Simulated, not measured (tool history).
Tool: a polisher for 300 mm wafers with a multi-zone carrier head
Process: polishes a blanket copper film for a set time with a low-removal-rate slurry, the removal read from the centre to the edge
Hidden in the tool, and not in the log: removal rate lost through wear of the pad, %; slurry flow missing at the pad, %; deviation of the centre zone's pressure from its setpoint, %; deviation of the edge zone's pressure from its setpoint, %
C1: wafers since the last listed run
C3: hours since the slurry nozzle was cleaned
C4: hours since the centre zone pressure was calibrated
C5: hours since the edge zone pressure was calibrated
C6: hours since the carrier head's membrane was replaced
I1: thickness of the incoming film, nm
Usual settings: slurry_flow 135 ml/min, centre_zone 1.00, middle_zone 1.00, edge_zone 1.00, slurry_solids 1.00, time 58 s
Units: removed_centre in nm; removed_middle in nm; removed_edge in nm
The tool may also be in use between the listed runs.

Run 1, day 0.000: usual settings but slurry_flow 105 ml/min, time 68 s; C1 0; wafers polished on this pad 771; C3 533.1; C4 521.7; C5 688.5; C6 1345.7; I1 1115.4. Result: removed_centre 131.8 nm, removed_middle 133.6 nm, removed_edge 146.6 nm.
Run 2, day 0.279: usual settings but slurry_flow 105 ml/min, time 68 s; C1 85; wafers polished on this pad 857; C3 539.8; C4 528.4; C5 695.2; C6 1352.4; I1 1102.6. Result: removed_centre 129.0 nm, removed_middle 136.1 nm, removed_edge 139.9 nm.
At day 1.100: worn pad replaced by a new one.
Run 3, day 1.121: usual settings; C1 207; wafers polished on this pad 6; C3 560.0; C4 548.6; C5 715.4; C6 1372.6; I1 1098.2. Result: removed_centre 128.7 nm, removed_middle 132.0 nm, removed_edge 133.0 nm.
Run 4, day 1.679: usual settings but slurry_flow 165 ml/min, edge_zone 1.10; C1 171; wafers polished on this pad 178; C3 573.4; C4 562.0; C5 728.8; C6 1386.0; I1 1099.3. Result: removed_centre 133.3 nm, removed_middle 136.8 nm, removed_edge 140.7 nm.
At day 1.954: centre zone pressure recalibrated.
Run 5, day 2.175: usual settings but slurry_solids 0.85; C1 126; wafers polished on this pad 305; C3 585.3; C4 5.3; C5 740.7; C6 1397.9; I1 1113.2. Result: removed_centre 118.0 nm, removed_middle 121.0 nm, removed_edge 125.3 nm.
Run 6, day 2.458: usual settings but centre_zone 1.11, middle_zone 0.95, time 64 s; C1 87; wafers polished on this pad 392; C3 592.1; C4 12.1; C5 747.5; C6 1404.7; I1 1114.2. Result: removed_centre 149.9 nm, removed_middle 131.0 nm, removed_edge 142.7 nm.
Run 7, day 2.758: usual settings but slurry_flow 180 ml/min, middle_zone 0.92, slurry_solids 0.75, time 77 s; C1 92; wafers polished on this pad 484; C3 599.3; C4 19.3; C5 754.7; C6 1411.9; I1 1122.4. Result: removed_centre 164.9 nm, removed_middle 158.7 nm, removed_edge 169.6 nm.
Run 8, day 3.283: usual settings; C1 161; wafers polished on this pad 645; C3 611.9; C4 31.9; C5 767.3; C6 1424.5; I1 1098.1. Result: removed_centre 119.8 nm, removed_middle 122.6 nm, removed_edge 126.8 nm.
Run 9, day 3.896: usual settings but centre_zone 0.92, time 45 s; C1 188; wafers polished on this pad 833; C3 626.6; C4 46.6; C5 782.0; C6 1439.2; I1 1118.2. Result: removed_centre 81.7 nm, removed_middle 92.2 nm, removed_edge 94.4 nm.
Run 10, day 4.404: usual settings but edge_zone 1.08, slurry_solids 1.10; C1 156; wafers polished on this pad 990; C3 638.8; C4 58.8; C5 794.2; C6 1451.4; I1 1110.9. Result: removed_centre 114.0 nm, removed_middle 119.6 nm, removed_edge 130.9 nm.
At day 4.954: worn pad replaced by a new one.
Run 11, day 4.975: usual settings but time 46 s; C1 124; wafers polished on this pad 6; C3 652.5; C4 72.5; C5 807.9; C6 1465.1; I1 1105.0. Result: removed_centre 95.4 nm, removed_middle 95.9 nm, removed_edge 102.7 nm.
Run 12, day 5.362: usual settings; C1 119; wafers polished on this pad 126; C3 661.8; C4 81.8; C5 817.2; C6 1474.4; I1 1107.0. Result: removed_centre 116.6 nm, removed_middle 117.5 nm, removed_edge 126.9 nm.
At day 5.771: carrier head's membrane replaced by a new one.
Run 13, day 5.817: usual settings but middle_zone 0.92, edge_zone 1.12; C1 75; wafers polished on this pad 201; C3 672.7; C4 92.7; C5 828.1; C6 1.1; I1 1131.0. Result: removed_centre 113.8 nm, removed_middle 109.5 nm, removed_edge 132.7 nm.
Run 14, day 6.554: usual settings; C1 226; wafers polished on this pad 428; C3 690.4; C4 110.4; C5 845.8; C6 18.8; I1 1095.5. Result: removed_centre 110.6 nm, removed_middle 114.0 nm, removed_edge 124.8 nm.
At day 7.062: edge zone pressure recalibrated.
At day 7.121: slurry nozzle cleaned.
Run 15, day 7.300: usual settings; C1 190; wafers polished on this pad 618; C3 4.3; C4 128.3; C5 5.7; C6 36.7; I1 1109.2. Result: removed_centre 134.4 nm, removed_middle 138.3 nm, removed_edge 137.9 nm.
Run 16, day 7.983: usual settings but slurry_solids 0.90; C1 209; wafers polished on this pad 828; C3 20.7; C4 144.7; C5 22.1; C6 53.1; I1 1112.5. Result: removed_centre 131.9 nm, removed_middle 133.3 nm, removed_edge 134.6 nm.
Run 17, day 8.383: usual settings but middle_zone 1.05; C1 122; wafers polished on this pad 951; C3 30.3; C4 154.3; C5 31.7; C6 62.7; I1 1113.4. Result: removed_centre 140.5 nm, removed_middle 141.8 nm, removed_edge 132.3 nm.
At day 8.888: worn pad replaced by a new one.
Run 18, day 9.129: usual settings but middle_zone 1.11, slurry_solids 1.10, time 42 s; C1 177; wafers polished on this pad 74; C3 48.2; C4 172.2; C5 49.6; C6 80.6; I1 1106.7. Result: removed_centre 104.8 nm, removed_middle 119.5 nm, removed_edge 107.4 nm.
Run 19, day 9.617: usual settings but slurry_flow 180 ml/min, middle_zone 0.92, slurry_solids 0.75, time 77 s; C1 149; wafers polished on this pad 224; C3 59.9; C4 183.9; C5 61.3; C6 92.3; I1 1112.0. Result: removed_centre 191.0 nm, removed_middle 177.2 nm, removed_edge 188.1 nm.
Run 20, day 10.317: usual settings but slurry_flow 170 ml/min, middle_zone 1.09, slurry_solids 1.10, time 44 s; C1 215; wafers polished on this pad 439; C3 76.7; C4 200.7; C5 78.1; C6 109.1; I1 1089.6. Result: removed_centre 115.6 nm, removed_middle 125.0 nm, removed_edge 113.8 nm.

5 ways to go on from here, each from the tool as it stands after run 20. What would each give?
Run A, day 10.333: usual settings; C1 5; wafers polished on this pad 444; C3 77.1; C4 201.1; C5 78.5; C6 109.5; I1 1107.1. Result: removed_centre ?, removed_middle ?, removed_edge ?.
Run B, day 10.333: usual settings but slurry_flow 110 ml/min; C1 5; wafers polished on this pad 444; C3 77.1; C4 201.1; C5 78.5; C6 109.5; I1 1107.1. Result: removed_centre ?, removed_middle ?, removed_edge ?.
Run C, day 10.333: usual settings but centre_zone 0.90, time 73 s; C1 5; wafers polished on this pad 444; C3 77.1; C4 201.1; C5 78.5; C6 109.5; I1 1107.1. Result: removed_centre ?, removed_middle ?, removed_edge ?.
Run D, day 10.333: usual settings but centre_zone 1.06, middle_zone 0.96, edge_zone 0.91, time 71 s; C1 5; wafers polished on this pad 444; C3 77.1; C4 201.1; C5 78.5; C6 109.5; I1 1107.1. Result: removed_centre ?, removed_middle ?, removed_edge ?.
Run E, day 10.333: usual settings but time 68 s; C1 5; wafers polished on this pad 444; C3 77.1; C4 201.1; C5 78.5; C6 109.5; I1 1107.1. Result: removed_centre ?, removed_middle ?, removed_edge ?.

run  removed_centre  removed_middle  removed_edge
  A           140.5           142.5         141.7
  B           133.0           135.7         137.0
  C           159.0           179.4         178.3
  D           182.4           168.5         167.2
  E           164.8           167.0         166.1
Without the tool's hidden state the same runs would have given:
run  removed_centre  removed_middle  removed_edge
  A           145.9           147.8         146.9
  B           138.2           140.9         142.0
  C           165.1           186.1         184.9
  D           189.3           174.9         173.3
  E           171.0           173.3         172.2
